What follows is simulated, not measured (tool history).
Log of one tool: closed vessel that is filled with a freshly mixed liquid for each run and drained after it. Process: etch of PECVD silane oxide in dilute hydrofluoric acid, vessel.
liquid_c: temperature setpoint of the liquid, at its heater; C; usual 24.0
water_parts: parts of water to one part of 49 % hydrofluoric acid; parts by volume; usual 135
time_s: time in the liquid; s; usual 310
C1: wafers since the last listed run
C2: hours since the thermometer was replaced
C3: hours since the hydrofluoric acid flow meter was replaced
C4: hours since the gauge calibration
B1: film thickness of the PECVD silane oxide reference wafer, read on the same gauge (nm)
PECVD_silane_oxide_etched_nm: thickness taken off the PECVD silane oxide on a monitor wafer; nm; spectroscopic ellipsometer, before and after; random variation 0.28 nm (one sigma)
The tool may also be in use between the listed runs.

{"run": 1, "hour": 0.0, "liquid_c": 24.0, "water_parts": 85, "time_s": 185, "C1": 0, "C2": 2228.8, "C3": 1092.6, "C4": 48.6, "B1": 30.0, "PECVD_silane_oxide_etched_nm": 58.44}
{"run": 2, "hour": 9.3, "liquid_c": 22.5, "water_parts": 85, "time_s": 310, "C1": 640, "C2": 2238.1, "C3": 1101.9, "C4": 57.9, "B1": 30.0, "PECVD_silane_oxide_etched_nm": 91.59}
{"run": 3, "hour": 22.7, "liquid_c": 26.0, "water_parts": 135, "time_s": 310, "C1": 923, "C2": 2251.5, "C3": 1115.3, "C4": 71.3, "B1": 30.02, "PECVD_silane_oxide_etched_nm": 63.11}
{"run": 4, "hour": 28.8, "liquid_c": 26.0, "water_parts": 135, "time_s": 310, "C1": 420, "C2": 2257.6, "C3": 1121.4, "C4": 77.4, "B1": 29.97, "PECVD_silane_oxide_etched_nm": 62.54}
{"run": 5, "hour": 35.5, "liquid_c": 24.0, "water_parts": 185, "time_s": 310, "C1": 461, "C2": 2264.3, "C3": 1128.1, "C4": 84.1, "B1": 30.01, "PECVD_silane_oxide_etched_nm": 40.7}
{"run": 6, "hour": 50.5, "liquid_c": 24.0, "water_parts": 185, "time_s": 310, "C1": 1033, "C2": 2279.3, "C3": 1143.1, "C4": 99.1, "B1": 29.98, "PECVD_silane_oxide_etched_nm": 40.74}
{"run": 7, "hour": 66.0, "liquid_c": 25.0, "water_parts": 135, "time_s": 310, "C1": 1068, "C2": 2294.8, "C3": 1158.6, "C4": 114.6, "B1": 30.0, "PECVD_silane_oxide_etched_nm": 61.0}
{"run": 8, "hour": 83.4, "liquid_c": 25.0, "water_parts": 135, "time_s": 310, "C1": 1199, "C2": 2312.2, "C3": 1176.0, "C4": 132.0, "B1": 30.0, "PECVD_silane_oxide_etched_nm": 61.06}
{"run": 9, "hour": 98.2, "liquid_c": 25.0, "water_parts": 135, "time_s": 310, "C1": 1020, "C2": 2327.0, "C3": 1190.8, "C4": 146.8, "B1": 30.01, "PECVD_silane_oxide_etched_nm": 61.19}
{"run": 10, "hour": 110.1, "liquid_c": 24.0, "water_parts": 135, "time_s": 310, "C1": 820, "C2": 2338.9, "C3": 1202.7, "C4": 158.7, "B1": 30.01, "PECVD_silane_oxide_etched_nm": 59.16}
{"hour": 111.4, "done": "gauge calibrated"}
{"run": 11, "hour": 125.1, "liquid_c": 24.0, "water_parts": 135, "time_s": 310, "C1": 1033, "C2": 2353.9, "C3": 1217.7, "C4": 13.7, "B1": 29.99, "PECVD_silane_oxide_etched_nm": 58.91}
{"run": 12, "hour": 138.7, "liquid_c": 24.0, "water_parts": 90, "time_s": 405, "C1": 937, "C2": 2367.5, "C3": 1231.3, "C4": 27.3, "B1": 30.01, "PECVD_silane_oxide_etched_nm": 122.17}
{"hour": 141.9, "done": "hydrofluoric acid flow meter replaced"}
{"run": 13, "hour": 153.9, "liquid_c": 24.0, "water_parts": 105, "time_s": 475, "C1": 978, "C2": 2382.7, "C3": 12.0, "C4": 42.5, "B1": 29.99, "PECVD_silane_oxide_etched_nm": 107.62}
{"hour": 167.7, "done": "thermometer replaced"}
{"run": 14, "hour": 169.6, "liquid_c": 25.5, "water_parts": 135, "time_s": 135, "C1": 1013, "C2": 1.9, "C3": 27.7, "C4": 58.2, "B1": 30.0, "PECVD_silane_oxide_etched_nm": 24.57}
{"run": 15, "hour": 184.4, "liquid_c": 26.5, "water_parts": 105, "time_s": 190, "C1": 1020, "C2": 16.7, "C3": 42.5, "C4": 73.0, "B1": 30.02, "PECVD_silane_oxide_etched_nm": 47.73}
{"run": 16, "hour": 195.3, "liquid_c": 29.0, "water_parts": 200, "time_s": 310, "C1": 751, "C2": 27.6, "C3": 53.4, "C4": 83.9, "B1": 30.01, "PECVD_silane_oxide_etched_nm": 40.39}
{"run": 17, "hour": 212.9, "liquid_c": 20.5, "water_parts": 135, "time_s": 425, "C1": 1213, "C2": 45.2, "C3": 71.0, "C4": 101.5, "B1": 30.01, "PECVD_silane_oxide_etched_nm": 63.83}
{"run": 18, "hour": 224.9, "liquid_c": 24.0, "water_parts": 200, "time_s": 440, "C1": 827, "C2": 57.2, "C3": 83.0, "C4": 113.5, "B1": 30.01, "PECVD_silane_oxide_etched_nm": 48.27}
{"run": 19, "hour": 240.7, "liquid_c": 24.0, "water_parts": 185, "time_s": 310, "C1": 1089, "C2": 73.0, "C3": 98.8, "C4": 129.3, "B1": 29.99, "PECVD_silane_oxide_etched_nm": 37.03}
{"run": 20, "hour": 252.8, "liquid_c": 21.0, "water_parts": 105, "time_s": 405, "C1": 833, "C2": 85.1, "C3": 110.9, "C4": 141.4, "B1": 30.0, "PECVD_silane_oxide_etched_nm": 82.93}
{"run": 21, "hour": 266.0, "liquid_c": 21.0, "water_parts": 135, "time_s": 310, "C1": 909, "C2": 98.3, "C3": 124.1, "C4": 154.6, "B1": 30.0, "PECVD_silane_oxide_etched_nm": 48.06}
{"hour": 267.9, "done": "gauge calibrated"}
{"run": 22, "hour": 272.2, "liquid_c": 24.0, "water_parts": 135, "time_s": 310, "C1": 427, "C2": 104.5, "C3": 130.3, "C4": 4.3, "B1": 30.0, "PECVD_silane_oxide_etched_nm": 54.16}
{"run": 23, "hour": 287.5, "liquid_c": 24.0, "water_parts": 135, "time_s": 310, "C1": 1054, "C2": 119.8, "C3": 145.6, "C4": 19.6, "B1": 29.97, "PECVD_silane_oxide_etched_nm": 53.93}
{"run": 24, "hour": 295.9, "liquid_c": 22.0, "water_parts": 65, "time_s": 215, "C1": 578, "C2": 128.2, "C3": 154.0, "C4": 28.0, "B1": 30.0, "PECVD_silane_oxide_etched_nm": 79.15}

Forecast each of these 5 alternatives for the next run:
{"run": "A", "hour": 296.6, "liquid_c": 24.0, "water_parts": 135, "time_s": 480, "C1": 48, "C2": 128.9, "C3": 154.7, "C4": 28.7, "B1": "?", "PECVD_silane_oxide_etched_nm": "?"}
{"run": "B", "hour": 296.6, "liquid_c": 24.0, "water_parts": 160, "time_s": 380, "C1": 48, "C2": 128.9, "C3": 154.7, "C4": 28.7, "B1": "?", "PECVD_silane_oxide_etched_nm": "?"}
{"run": "C", "hour": 296.6, "liquid_c": 28.0, "water_parts": 155, "time_s": 155, "C1": 48, "C2": 128.9, "C3": 154.7, "C4": 28.7, "B1": "?", "PECVD_silane_oxide_etched_nm": "?"}
{"run": "D", "hour": 296.6, "liquid_c": 22.5, "water_parts": 135, "time_s": 470, "C1": 48, "C2": 128.9, "C3": 154.7, "C4": 28.7, "B1": "?", "PECVD_silane_oxide_etched_nm": "?"}
{"run": "E", "hour": 296.6, "liquid_c": 24.0, "water_parts": 165, "time_s": 440, "C1": 48, "C2": 128.9, "C3": 154.7, "C4": 28.7, "B1": "?", "PECVD_silane_oxide_etched_nm": "?"}

run=A B1=29.96 PECVD_silane_oxide_etched_nm=83.72
run=B B1=29.96 PECVD_silane_oxide_etched_nm=54.38
run=C B1=29.96 PECVD_silane_oxide_etched_nm=26.75
run=D B1=29.96 PECVD_silane_oxide_etched_nm=77.31
run=E B1=29.96 PECVD_silane_oxide_etched_nm=60.73
Without the tool's hidden state the same runs would have given:
run=A PECVD_silane_oxide_etched_nm=80.32
run=B PECVD_silane_oxide_etched_nm=52.14
run=C PECVD_silane_oxide_etched_nm=25.63
run=D PECVD_silane_oxide_etched_nm=74.19
run=E PECVD_silane_oxide_etched_nm=58.21
